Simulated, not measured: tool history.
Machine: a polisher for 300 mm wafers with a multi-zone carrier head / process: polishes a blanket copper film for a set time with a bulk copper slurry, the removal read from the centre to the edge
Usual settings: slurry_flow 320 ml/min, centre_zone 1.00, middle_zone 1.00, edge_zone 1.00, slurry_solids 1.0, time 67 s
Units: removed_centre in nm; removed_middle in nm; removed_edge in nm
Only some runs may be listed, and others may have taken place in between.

| run | day | slurry_flow | centre_zone | middle_zone | edge_zone | slurry_solids | time | incoming thickness of the incoming film, nm | removed_centre | removed_middle | removed_edge |
|---|---|---|---|---|---|---|---|---|---|---|---|
| 1 | 0.000 | 285 | 1.00 | 1.00 | 1.00 | 1.0 | 67 | 2483.2 | 717.3 | 651.2 | 657.2 |
|  | 0.029 | worn pad replaced by a new one |
|  | 0.075 | centre zone pressure recalibrated |
| 2 | 1.167 | 285 | 1.00 | 1.00 | 1.00 | 1.0 | 67 | 2549.2 | 674.7 | 661.8 | 654.8 |
| 3 | 2.608 | 320 | 1.00 | 1.00 | 1.00 | 1.0 | 67 | 2541.3 | 713.2 | 687.6 | 661.1 |
| 4 | 3.975 | 320 | 1.00 | 1.00 | 1.00 | 1.0 | 67 | 2514.1 | 709.8 | 683.6 | 662.9 |
|  | 4.488 | worn pad replaced by a new one |
| 5 | 5.383 | 320 | 0.95 | 1.00 | 1.00 | 1.0 | 77 | 2554.1 | 810.2 | 795.8 | 759.1 |
| 6 | 6.333 | 320 | 0.95 | 1.00 | 1.00 | 1.0 | 77 | 2563.0 | 811.2 | 783.1 | 782.7 |
|  | 6.892 | edge zone pressure recalibrated |
| 7 | 7.062 | 320 | 0.95 | 1.00 | 1.00 | 1.0 | 77 | 2518.1 | 799.0 | 776.3 | 760.2 |
| 8 | 8.546 | 320 | 1.00 | 1.00 | 0.93 | 1.0 | 67 | 2523.4 | 737.1 | 674.3 | 638.3 |
|  | 9.208 | worn pad replaced by a new one, of another model than before |
| 9 | 9.704 | 320 | 1.00 | 1.00 | 1.00 | 1.0 | 67 | 2534.8 | 731.1 | 685.6 | 672.5 |
| 10 | 10.312 | 320 | 1.00 | 1.00 | 1.00 | 1.0 | 67 | 2580.0 | 720.0 | 680.1 | 667.5 |
| 11 | 11.454 | 320 | 1.00 | 1.00 | 1.00 | 0.8 | 67 | 2543.9 | 696.0 | 630.3 | 638.2 |
|  | 12.429 | centre zone pressure recalibrated |
| 12 | 12.546 | 320 | 1.00 | 0.89 | 1.00 | 1.2 | 67 | 2562.0 | 695.1 | 643.9 | 707.4 |
|  | 13.092 | worn pad replaced by a new one |
| 13 | 13.788 | 320 | 1.00 | 1.00 | 1.00 | 1.0 | 67 | 2552.2 | 695.0 | 674.6 | 682.6 |
|  | 15.329 | slurry nozzle cleaned |
| 14 | 15.350 | 320 | 1.00 | 1.00 | 1.00 | 1.0 | 67 | 2517.0 | 699.8 | 667.7 | 672.9 |
|  | 15.792 | carrier head's membrane replaced by a new one |
| 15 | 16.154 | 420 | 0.97 | 1.00 | 1.00 | 1.0 | 75 | 2486.2 | 794.8 | 801.1 | 771.6 |
| 16 | 16.808 | 240 | 1.00 | 0.96 | 1.00 | 0.8 | 67 | 2531.9 | 631.0 | 594.6 | 603.8 |
|  | 17.508 | worn pad replaced by a new one |
| 17 | 18.462 | 320 | 1.08 | 1.00 | 0.93 | 1.0 | 51 | 2509.3 | 558.1 | 504.2 | 492.5 |
| 18 | 19.896 | 235 | 1.00 | 1.00 | 1.00 | 1.0 | 67 | 2548.4 | 672.0 | 630.2 | 628.1 |
| 19 | 20.454 | 320 | 1.00 | 1.00 | 1.00 | 1.0 | 83 | 2472.7 | 888.0 | 834.3 | 819.7 |
|  | 21.479 | worn pad replaced by a new one |
| 20 | 21.933 | 320 | 1.00 | 1.00 | 1.00 | 1.0 | 67 | 2509.9 | 719.7 | 672.1 | 659.3 |

State the hidden condition of the tool at each of the runs:
removal rate lost through wear of the pad, %: 0 on each run
slurry flow missing at the pad, %: 0 on each run
deviation of the edge zone's pressure from its setpoint, %: 0 on each run
H1: deviation of the centre zone's pressure from its setpoint, %
| run | H1 |
|---|---|
| 1 | 11 |
| 2 | 4.65 |
| 3 | 7.29 |
| 4 | 9.14 |
| 5 | 10.6 |
| 6 | 11.3 |
| 7 | 11.8 |
| 8 | 12.6 |
| 9 | 13 |
| 10 | 13.2 |
| 11 | 13.5 |
| 12 | -0.824 |
| 13 | 2.02 |
| 14 | 4.69 |
| 15 | 5.75 |
| 16 | 6.49 |
| 17 | 7.97 |
| 18 | 8.89 |
| 19 | 9.18 |
| 20 | 9.8 |
